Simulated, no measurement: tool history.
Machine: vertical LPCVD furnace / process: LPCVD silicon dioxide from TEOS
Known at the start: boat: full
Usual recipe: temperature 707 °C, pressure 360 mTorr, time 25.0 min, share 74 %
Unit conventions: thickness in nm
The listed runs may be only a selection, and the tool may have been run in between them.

run   hour  temperature  pressure  time  share  wafers since the last listed run  hours since the last temperature calibration  hours since the pressure gauge was zeroed  hours since the TEOS flow controller was replaced  hours since the gauge calibration  read-back reference wafer on the same gauge, thickness  thickness
  1    0.0          707       360  25.0     74                                 0                                        1621.5                                     4977.0                                             5338.5                              315.5                                                  198.98     265.82
  2   25.9          707       360  25.0     74                               540                                        1647.4                                     5002.9                                             5364.4                              341.4                                                  198.81     265.44
  3   84.4          707       360  25.0     74                              1220                                        1705.9                                     5061.4                                             5422.9                              399.9                                                  199.12     266.78
  4  152.8          707       360  25.0     74                              1426                                        1774.3                                     5129.8                                             5491.3                              468.3                                                  198.53     266.90
  5  252.2          707       360  20.0     64                              2073                                        1873.7                                     5229.2                                             5590.7                              567.7                                                  199.48     198.37
  6  314.9          707       360  20.0     64                              1308                                        1936.4                                     5291.9                                             5653.4                              630.4                                                  198.30     198.24
  7  345.4          701       360  25.0     74                               636                                        1966.9                                     5322.4                                             5683.9                              660.9                                                  198.82     233.69
     378.3  -- pressure gauge zeroed
  8  395.9          701       360  25.0     74                               552                                        2017.4                                       17.6                                             5734.4                              711.4                                                  199.13     234.87
  9  438.8          701       360  25.0     74                               895                                        2060.3                                       60.5                                             5777.3                              754.3                                                  199.20     236.08
     473.5  -- gauge calibrated
 10  487.5          700       360  25.0     74                              1016                                        2109.0                                      109.2                                             5826.0                               14.0                                                  198.69     230.20
 11  548.6          707       360  25.0     63                              1274                                        2170.1                                      170.3                                             5887.1                               75.1                                                  199.49     251.64
     598.4  -- thermocouples replaced and temperature profile calibrated
     620.8  -- TEOS flow controller replaced
 12  621.3          707       280  25.0     74                               549                                          22.9                                      243.0                                                0.5                              147.8                                                  198.71     215.67
 13  643.1          707       300  34.5     74                               454                                          44.7                                      264.8                                               22.3                              169.6                                                  198.83     310.89
 14  706.8          707       360  25.0     63                              1328                                         108.4                                      328.5                                               86.0                              233.3                                                  199.44     227.68
 15  760.9          707       415  25.0     63                              1128                                         162.5                                      382.6                                              140.1                              287.4                                                  199.30     246.51

The next listed run, before its measurement:
 16  810.0          707       415  25.0     74                              1024                                         211.6                                      431.7                                              189.2                              336.5                                                       ?          ?

read-back reference wafer on the same gauge, thickness: 199.03
thickness: 268.29 nm
Had the tool carried no hidden state, the very same run would have given thickness 264.26 nm.

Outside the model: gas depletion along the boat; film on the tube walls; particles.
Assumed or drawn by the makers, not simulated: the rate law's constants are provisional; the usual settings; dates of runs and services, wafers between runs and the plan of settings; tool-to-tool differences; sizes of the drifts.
